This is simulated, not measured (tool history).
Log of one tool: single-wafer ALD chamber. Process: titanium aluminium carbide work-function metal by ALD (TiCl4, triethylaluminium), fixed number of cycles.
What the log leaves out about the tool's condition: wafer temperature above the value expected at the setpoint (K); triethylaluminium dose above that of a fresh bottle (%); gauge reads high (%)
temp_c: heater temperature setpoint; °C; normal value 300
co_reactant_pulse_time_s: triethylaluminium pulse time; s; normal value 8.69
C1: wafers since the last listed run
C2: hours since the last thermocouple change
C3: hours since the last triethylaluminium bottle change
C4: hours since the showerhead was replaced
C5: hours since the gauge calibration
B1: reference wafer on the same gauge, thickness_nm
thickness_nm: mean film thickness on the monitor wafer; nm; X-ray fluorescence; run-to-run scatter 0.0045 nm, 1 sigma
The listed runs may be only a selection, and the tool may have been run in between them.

run 1 hour=0 | temp_c=300 co_reactant_pulse_time_s=8.69 | C1=0 C2=537.2 C3=688.6 C4=6894.9 C5=437.1 | B1=1.48 | thickness_nm=1.756
run 2 hour=52.6 | temp_c=300 co_reactant_pulse_time_s=7.22 | C1=939 C2=589.8 C3=741.2 C4=6947.5 C5=489.7 | B1=1.48 | thickness_nm=1.672
run 3 hour=153 | temp_c=288 co_reactant_pulse_time_s=8.69 | C1=1793 C2=690.2 C3=841.6 C4=7047.9 C5=590.1 | B1=1.481 | thickness_nm=1.667
run 4 hour=226.4 | temp_c=288 co_reactant_pulse_time_s=8.69 | C1=1310 C2=763.6 C3=915 C4=7121.3 C5=663.5 | B1=1.479 | thickness_nm=1.669
run 5 hour=265.8 | temp_c=288 co_reactant_pulse_time_s=8.69 | C1=703 C2=803 C3=954.4 C4=7160.7 C5=702.9 | B1=1.482 | thickness_nm=1.67
run 6 hour=353.8 | temp_c=300 co_reactant_pulse_time_s=8.69 | C1=1571 C2=891 C3=1042.4 C4=7248.7 C5=790.9 | B1=1.481 | thickness_nm=1.759
-- hour=603.3 triethylaluminium bottle replaced
run 7 hour=614.4 | temp_c=300 co_reactant_pulse_time_s=8.69 | C1=4511 C2=1151.6 C3=11.1 C4=7509.3 C5=1051.5 | B1=1.48 | thickness_nm=1.757
-- hour=629.7 gauge calibrated
run 8 hour=708.2 | temp_c=300 co_reactant_pulse_time_s=8.69 | C1=1675 C2=1245.4 C3=104.9 C4=7603.1 C5=78.5 | B1=1.48 | thickness_nm=1.755
run 9 hour=760.2 | temp_c=300 co_reactant_pulse_time_s=8.69 | C1=928 C2=1297.4 C3=156.9 C4=7655.1 C5=130.5 | B1=1.481 | thickness_nm=1.751
run 10 hour=859.3 | temp_c=300 co_reactant_pulse_time_s=6.75 | C1=1770 C2=1396.5 C3=256 C4=7754.2 C5=229.6 | B1=1.481 | thickness_nm=1.595
-- hour=900.8 thermocouple changed; heater temperature recalibrated
run 11 hour=926.5 | temp_c=300 co_reactant_pulse_time_s=6.75 | C1=1057 C2=25.7 C3=323.2 C4=7821.4 C5=296.8 | B1=1.481 | thickness_nm=1.627
run 12 hour=1027.6 | temp_c=300 co_reactant_pulse_time_s=8.69 | C1=1805 C2=126.8 C3=424.3 C4=7922.5 C5=397.9 | B1=1.48 | thickness_nm=1.78
-- hour=1055.6 showerhead replaced, of another model than before
run 13 hour=1116.5 | temp_c=285 co_reactant_pulse_time_s=10.25 | C1=1444 C2=215.7 C3=513.2 C4=60.9 C5=486.8 | B1=1.48 | thickness_nm=1.713
run 14 hour=1155.3 | temp_c=308 co_reactant_pulse_time_s=10.8 | C1=693 C2=254.5 C3=552 C4=99.7 C5=525.6 | B1=1.479 | thickness_nm=1.914

Expected results for the next run?
run 15 hour=1238.5 | temp_c=288 co_reactant_pulse_time_s=8.69 | C1=1486 C2=337.7 C3=635.2 C4=182.9 C5=608.8 | B1=? | thickness_nm=?

B1: 1.481
thickness_nm: 1.69 nm
On a tool with no hidden condition, and with the same random variation, this run would have come out at thickness_nm 1.696 nm.
